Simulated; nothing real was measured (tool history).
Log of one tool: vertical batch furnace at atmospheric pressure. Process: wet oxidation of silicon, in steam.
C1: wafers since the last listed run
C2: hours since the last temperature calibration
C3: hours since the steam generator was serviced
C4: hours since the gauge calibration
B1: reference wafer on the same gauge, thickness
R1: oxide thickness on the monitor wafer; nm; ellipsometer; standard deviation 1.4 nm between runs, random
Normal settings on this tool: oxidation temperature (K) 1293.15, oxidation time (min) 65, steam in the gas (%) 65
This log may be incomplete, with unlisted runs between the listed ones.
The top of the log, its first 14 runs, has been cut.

{"run": 15, "hour": 324.1, "oxidation temperature (K)": 1310.15, "oxidation time (min)": 40, "steam in the gas (%)": 65, "C1": 146, "C2": 3456.3, "C3": 2039.5, "C4": 820, "B1": 389.16, "R1": 364.97}
{"run": 16, "hour": 346.7, "oxidation temperature (K)": 1293.15, "oxidation time (min)": 65, "steam in the gas (%)": 65, "C1": 187, "C2": 3478.9, "C3": 2062.1, "C4": 842.6, "B1": 389.1, "R1": 447.28}
{"run": 17, "hour": 376.0, "oxidation temperature (K)": 1293.15, "oxidation time (min)": 53, "steam in the gas (%)": 65, "C1": 243, "C2": 3508.2, "C3": 2091.4, "C4": 871.9, "B1": 388.57, "R1": 392.85}
{"run": 18, "hour": 398.2, "oxidation temperature (K)": 1293.15, "oxidation time (min)": 65, "steam in the gas (%)": 65, "C1": 184, "C2": 3530.4, "C3": 2113.6, "C4": 894.1, "B1": 388.83, "R1": 445.05}
{"run": 19, "hour": 427.5, "oxidation temperature (K)": 1293.15, "oxidation time (min)": 65, "steam in the gas (%)": 65, "C1": 243, "C2": 3559.7, "C3": 2142.9, "C4": 923.4, "B1": 388.85, "R1": 445.63}
{"run": 20, "hour": 462.5, "oxidation temperature (K)": 1300.15, "oxidation time (min)": 90, "steam in the gas (%)": 53, "C1": 290, "C2": 3594.7, "C3": 2177.9, "C4": 958.4, "B1": 389.05, "R1": 494.61}
{"run": 21, "hour": 492.3, "oxidation temperature (K)": 1293.15, "oxidation time (min)": 81, "steam in the gas (%)": 65, "C1": 247, "C2": 3624.5, "C3": 2207.7, "C4": 988.2, "B1": 388.88, "R1": 507.73}
{"run": 22, "hour": 525.1, "oxidation temperature (K)": 1293.15, "oxidation time (min)": 65, "steam in the gas (%)": 65, "C1": 272, "C2": 3657.3, "C3": 2240.5, "C4": 1021, "B1": 388.77, "R1": 447}
{"run": 23, "hour": 552.2, "oxidation temperature (K)": 1293.15, "oxidation time (min)": 65, "steam in the gas (%)": 65, "C1": 225, "C2": 3684.4, "C3": 2267.6, "C4": 1048.1, "B1": 389.02, "R1": 443.8}
{"run": 24, "hour": 565.8, "oxidation temperature (K)": 1293.15, "oxidation time (min)": 65, "steam in the gas (%)": 65, "C1": 112, "C2": 3698, "C3": 2281.2, "C4": 1061.7, "B1": 388.7, "R1": 445}
{"hour": 590.1, "done": "thermocouples replaced and temperature profile calibrated"}
{"run": 25, "hour": 590.5, "oxidation temperature (K)": 1293.15, "oxidation time (min)": 82.5, "steam in the gas (%)": 65, "C1": 5, "C2": 0.4, "C3": 2305.9, "C4": 1086.4, "B1": 388.79, "R1": 510.59}
{"hour": 600.8, "done": "gauge calibrated"}
{"run": 26, "hour": 602.6, "oxidation temperature (K)": 1293.15, "oxidation time (min)": 44.5, "steam in the gas (%)": 71, "C1": 100, "C2": 12.5, "C3": 2318, "C4": 1.8, "B1": 388.8, "R1": 370.79}
{"run": 27, "hour": 626.3, "oxidation temperature (K)": 1293.15, "oxidation time (min)": 86, "steam in the gas (%)": 65, "C1": 196, "C2": 36.2, "C3": 2341.7, "C4": 25.5, "B1": 388.55, "R1": 523.29}
{"run": 28, "hour": 708.6, "oxidation temperature (K)": 1270.15, "oxidation time (min)": 78.5, "steam in the gas (%)": 65, "C1": 683, "C2": 118.5, "C3": 2424, "C4": 107.8, "B1": 389.39, "R1": 436.52}
{"hour": 743.7, "done": "steam generator serviced"}
{"run": 29, "hour": 744.2, "oxidation temperature (K)": 1270.15, "oxidation time (min)": 65, "steam in the gas (%)": 76, "C1": 96, "C2": 154.1, "C3": 0.5, "C4": 143.4, "B1": 389.48, "R1": 456.18}
{"run": 30, "hour": 755.1, "oxidation temperature (K)": 1279.15, "oxidation time (min)": 40.5, "steam in the gas (%)": 65, "C1": 90, "C2": 165, "C3": 11.4, "C4": 154.3, "B1": 389.12, "R1": 321.11}
{"run": 31, "hour": 789.6, "oxidation temperature (K)": 1275.15, "oxidation time (min)": 47, "steam in the gas (%)": 73, "C1": 286, "C2": 199.5, "C3": 45.9, "C4": 188.8, "B1": 388.7, "R1": 370.19}
{"run": 32, "hour": 816.8, "oxidation temperature (K)": 1293.15, "oxidation time (min)": 65, "steam in the gas (%)": 65, "C1": 225, "C2": 226.7, "C3": 73.1, "C4": 216, "B1": 389.32, "R1": 466.56}
{"run": 33, "hour": 858.5, "oxidation temperature (K)": 1306.15, "oxidation time (min)": 40, "steam in the gas (%)": 54, "C1": 346, "C2": 268.4, "C3": 114.8, "C4": 257.7, "B1": 388.87, "R1": 332.61}
{"run": 34, "hour": 890.2, "oxidation temperature (K)": 1307.15, "oxidation time (min)": 77.5, "steam in the gas (%)": 55, "C1": 263, "C2": 300.1, "C3": 146.5, "C4": 289.4, "B1": 388.9, "R1": 503.41}
{"run": 35, "hour": 905.2, "oxidation temperature (K)": 1293.15, "oxidation time (min)": 44.5, "steam in the gas (%)": 54, "C1": 124, "C2": 315.1, "C3": 161.5, "C4": 304.4, "B1": 389.19, "R1": 328.86}
{"run": 36, "hour": 923.6, "oxidation temperature (K)": 1314.15, "oxidation time (min)": 65, "steam in the gas (%)": 65, "C1": 152, "C2": 333.5, "C3": 179.9, "C4": 322.8, "B1": 388.8, "R1": 517.55}
{"run": 37, "hour": 958.9, "oxidation temperature (K)": 1315.15, "oxidation time (min)": 97, "steam in the gas (%)": 65, "C1": 293, "C2": 368.8, "C3": 215.2, "C4": 358.1, "B1": 389.04, "R1": 653.8}
{"run": 38, "hour": 972.6, "oxidation temperature (K)": 1293.15, "oxidation time (min)": 65, "steam in the gas (%)": 65, "C1": 113, "C2": 382.5, "C3": 228.9, "C4": 371.8, "B1": 389.38, "R1": 467.34}
{"run": 39, "hour": 985.5, "oxidation temperature (K)": 1306.15, "oxidation time (min)": 73.5, "steam in the gas (%)": 57, "C1": 107, "C2": 395.4, "C3": 241.8, "C4": 384.7, "B1": 389.23, "R1": 494.03}

3 options for the next run, each taken on its own from the tool as it stands now. Forecast them:
{"run": "A", "hour": 990.2, "oxidation temperature (K)": 1293.15, "oxidation time (min)": 65, "steam in the gas (%)": 65, "C1": 39, "C2": 400.1, "C3": 246.5, "C4": 389.4, "B1": "?", "R1": "?"}
{"run": "B", "hour": 990.2, "oxidation temperature (K)": 1313.15, "oxidation time (min)": 84, "steam in the gas (%)": 69, "C1": 39, "C2": 400.1, "C3": 246.5, "C4": 389.4, "B1": "?", "R1": "?"}
{"run": "C", "hour": 990.2, "oxidation temperature (K)": 1277.15, "oxidation time (min)": 89, "steam in the gas (%)": 65, "C1": 39, "C2": 400.1, "C3": 246.5, "C4": 389.4, "B1": "?", "R1": "?"}

run=A B1=388.47 R1=463.58
run=B B1=388.47 R1=614.5
run=C B1=388.47 R1=515.13
With the hidden condition removed and each run's random variation left untouched, the same runs would have given:
run=A R1=466.88
run=B R1=618.63
run=C R1=518.82
